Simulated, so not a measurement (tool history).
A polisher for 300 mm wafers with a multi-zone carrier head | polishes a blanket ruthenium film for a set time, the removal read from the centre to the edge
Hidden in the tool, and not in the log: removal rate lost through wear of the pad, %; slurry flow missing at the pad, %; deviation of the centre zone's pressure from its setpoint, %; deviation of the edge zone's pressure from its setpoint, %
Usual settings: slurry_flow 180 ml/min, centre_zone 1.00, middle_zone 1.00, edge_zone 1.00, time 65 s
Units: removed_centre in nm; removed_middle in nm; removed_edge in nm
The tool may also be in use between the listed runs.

| run | hour | slurry_flow | centre_zone | middle_zone | edge_zone | time | wafers since the last listed run | wafers polished on this pad | hours since the slurry nozzle was cleaned | hours since the centre zone pressure was calibrated | hours since the edge zone pressure was calibrated | hours since the carrier head's membrane was replaced | incoming thickness of the incoming film, nm | removed_centre | removed_middle | removed_edge |
|---|---|---|---|---|---|---|---|---|---|---|---|---|---|---|---|---|
| 1 | 0.0 | 180 | 1.00 | 1.00 | 0.96 | 65 | 0 | 106 | 393.5 | 225.1 | 207.8 | 1281.6 | 334.6 | 67.7 | 66.9 | 65.6 |
| 2 | 30.8 | 180 | 1.00 | 1.00 | 1.00 | 65 | 166 | 272 | 424.3 | 255.9 | 238.6 | 1312.4 | 334.3 | 67.7 | 66.4 | 65.6 |
| 3 | 90.7 | 180 | 1.00 | 1.00 | 1.00 | 65 | 324 | 597 | 484.2 | 315.8 | 298.5 | 1372.3 | 328.7 | 66.0 | 64.2 | 64.9 |
| 4 | 131.5 | 180 | 1.00 | 1.00 | 1.00 | 65 | 220 | 818 | 525.0 | 356.6 | 339.3 | 1413.1 | 336.5 | 64.5 | 62.5 | 62.8 |
|  | 148.1 | worn pad replaced by a new one |
| 5 | 173.4 | 180 | 0.92 | 1.00 | 1.07 | 65 | 205 | 136 | 566.9 | 398.5 | 381.2 | 1455.0 | 326.7 | 61.4 | 66.9 | 67.1 |
| 6 | 239.9 | 180 | 0.92 | 1.00 | 1.07 | 65 | 360 | 496 | 633.4 | 465.0 | 447.7 | 1521.5 | 323.0 | 60.1 | 64.0 | 66.4 |
| 7 | 295.5 | 180 | 1.00 | 1.00 | 1.00 | 65 | 301 | 797 | 689.0 | 520.6 | 503.3 | 1577.1 | 332.4 | 62.5 | 62.2 | 60.8 |
|  | 331.0 | edge zone pressure recalibrated |
| 8 | 345.5 | 180 | 1.00 | 1.00 | 1.00 | 65 | 259 | 1057 | 739.0 | 570.6 | 14.5 | 1627.1 | 327.0 | 59.7 | 59.2 | 58.4 |
|  | 353.0 | worn pad replaced by a new one |
|  | 394.6 | carrier head's membrane replaced by a new one |
| 9 | 395.1 | 180 | 1.00 | 1.00 | 1.00 | 65 | 219 | 200 | 788.6 | 620.2 | 64.1 | 0.5 | 325.2 | 65.4 | 66.0 | 64.8 |
| 10 | 430.1 | 180 | 1.00 | 1.00 | 1.00 | 65 | 189 | 390 | 823.6 | 655.2 | 99.1 | 35.5 | 325.0 | 65.3 | 66.4 | 65.3 |
|  | 437.1 | centre zone pressure recalibrated |
| 11 | 463.9 | 180 | 1.00 | 0.88 | 0.92 | 81 | 172 | 562 | 857.4 | 26.8 | 132.9 | 69.3 | 330.1 | 81.0 | 74.0 | 79.1 |
| 12 | 496.5 | 180 | 1.00 | 0.92 | 0.96 | 65 | 176 | 739 | 890.0 | 59.4 | 165.5 | 101.9 | 330.8 | 65.5 | 59.2 | 61.1 |
|  | 500.4 | slurry nozzle cleaned |
|  | 546.2 | worn pad replaced by a new one |
| 13 | 546.7 | 180 | 1.00 | 1.00 | 1.00 | 65 | 244 | 2 | 46.3 | 109.6 | 215.7 | 152.1 | 328.2 | 67.9 | 69.1 | 68.1 |
| 14 | 594.0 | 180 | 1.00 | 1.00 | 1.00 | 53 | 256 | 258 | 93.6 | 156.9 | 263.0 | 199.4 | 328.4 | 54.9 | 54.3 | 53.5 |
| 15 | 623.8 | 180 | 1.00 | 1.06 | 0.94 | 65 | 161 | 420 | 123.4 | 186.7 | 292.8 | 229.2 | 330.6 | 68.3 | 68.3 | 64.3 |
| 16 | 672.3 | 180 | 1.00 | 1.07 | 1.03 | 65 | 262 | 682 | 171.9 | 235.2 | 341.3 | 277.7 | 330.3 | 65.9 | 67.0 | 64.5 |
|  | 741.2 | worn pad replaced by a new one |
| 17 | 741.7 | 180 | 1.00 | 0.92 | 0.96 | 65 | 354 | 2 | 241.3 | 304.6 | 410.7 | 347.1 | 327.9 | 66.0 | 63.0 | 66.3 |
|  | 743.9 | edge zone pressure recalibrated |
| 18 | 794.7 | 180 | 1.11 | 1.11 | 0.92 | 65 | 276 | 278 | 294.3 | 357.6 | 50.8 | 400.1 | 328.8 | 75.1 | 71.4 | 63.3 |
| 19 | 863.2 | 180 | 1.00 | 1.00 | 1.00 | 65 | 370 | 649 | 362.8 | 426.1 | 119.3 | 468.6 | 329.3 | 64.7 | 63.7 | 63.9 |
|  | 902.4 | worn pad replaced by a new one |
| 20 | 915.7 | 230 | 1.00 | 1.07 | 1.05 | 75 | 262 | 71 | 415.3 | 478.6 | 171.8 | 521.1 | 336.2 | 80.9 | 83.3 | 81.2 |

3 ways to go on from here, each from the tool as it stands after run 20. What would each give?
| A | 916.1 | 200 | 1.00 | 1.00 | 1.00 | 65 | 2 | 74 | 415.7 | 479.0 | 172.2 | 521.5 | 331.0 | ? | ? | ? |
| B | 916.1 | 180 | 1.04 | 1.00 | 1.06 | 65 | 2 | 74 | 415.7 | 479.0 | 172.2 | 521.5 | 331.0 | ? | ? | ? |
| C | 916.1 | 125 | 1.00 | 0.90 | 0.91 | 65 | 2 | 74 | 415.7 | 479.0 | 172.2 | 521.5 | 331.0 | ? | ? | ? |

| run | removed_centre | removed_middle | removed_edge |
|---|---|---|---|
| A | 68.1 | 67.4 | 66.9 |
| B | 69.6 | 66.3 | 67.7 |
| C | 61.9 | 57.7 | 60.9 |
Without the tool's hidden state the same runs would have given:
| run | removed_centre | removed_middle | removed_edge |
|---|---|---|---|
| A | 68.3 | 67.7 | 67.2 |
| B | 69.9 | 66.6 | 68.0 |
| C | 62.2 | 57.9 | 61.1 |
